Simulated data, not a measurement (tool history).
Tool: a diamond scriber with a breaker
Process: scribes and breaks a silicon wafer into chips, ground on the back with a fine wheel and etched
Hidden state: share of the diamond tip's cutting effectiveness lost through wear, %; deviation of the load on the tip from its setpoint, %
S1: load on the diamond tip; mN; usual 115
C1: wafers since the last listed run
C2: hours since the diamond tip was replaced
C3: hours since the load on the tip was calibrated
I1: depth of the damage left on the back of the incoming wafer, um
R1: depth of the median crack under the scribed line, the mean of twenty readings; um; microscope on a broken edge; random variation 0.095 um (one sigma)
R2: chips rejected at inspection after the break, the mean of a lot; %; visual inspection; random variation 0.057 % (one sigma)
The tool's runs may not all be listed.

run   hour   S1  C1     C2      C3    I1     R1     R2
  1    0.0  129   0  122.5   941.5  0.59  13.13   2.25
  2    7.3  129  11  129.8   948.8  0.64  13.13   2.41
  3   15.1  115  12  137.6   956.6  0.77  11.94   7.78
  4   23.5  115  13  146.0   965.0  0.42  12.07   7.82
  5   31.5   95  12  154.0   973.0  0.37  10.33  24.20
  6   40.3   95  13  162.8   981.8  0.56  10.45  25.56
  7   51.2  115  17  173.7   992.7  0.47  12.00   7.96
  8   61.5  115  16  184.0  1003.0  0.71  12.03   8.57
  9   68.9  115  11  191.4  1010.4  0.72  11.83   8.05
 10   85.7  115  26  208.2  1027.2  0.47  11.87   8.99
 11   95.3  115  15  217.8  1036.8  0.58  11.72   8.62
 12  112.0   92  26  234.5  1053.5  0.68  10.09  30.64
 13  127.6  131  24  250.1  1069.1  0.65  13.14   2.66
 14  143.6  140  25  266.1  1085.1  0.80  13.62   1.48
     150.4  -- diamond tip replaced by a new one
 15  152.5  126  10    2.1  1094.0  0.31  13.16   2.44
 16  170.3  115  28   19.9  1111.8  0.57  12.02   6.85
 17  186.6   91  25   36.2  1128.1  0.30  10.08  30.00
     190.4  -- load on the tip recalibrated
 18  203.4  115  23   53.0    13.0  0.56  13.60   1.59
 19  214.2  104  17   63.8    23.8  0.60  12.61   4.37
 20  220.5   84   9   70.1    30.1  0.51  10.72  22.35
 21  272.9  142  83  122.5    82.5  0.57  15.69   5.71
 22  280.9  137  12  130.5    90.5  0.76  15.28   4.01
 23  291.8  115  17  141.4   101.4  0.59  13.30   2.10
 24  306.7   82  23  156.3   116.3  0.78  10.29  25.61

Hidden state or all else? Some run-to-run changes of R1, split into what the settings, what came in and random variation would give without the hidden state, and what is left for the hidden state (with any gauge scatter that isn't in both results):
Run 14 -> 15: S1 140 -> 126, diamond tip replaced by a new one. R1 -0.46 um: hidden state +0.64, all else -1.10.
Run 17 -> 18: S1 91 -> 115, load on the tip recalibrated. R1 +3.52 um: hidden state +1.31, all else +2.21.
Run 20 -> 21: S1 84 -> 142. R1 +4.97 um: hidden state -0.34, all else +5.31.
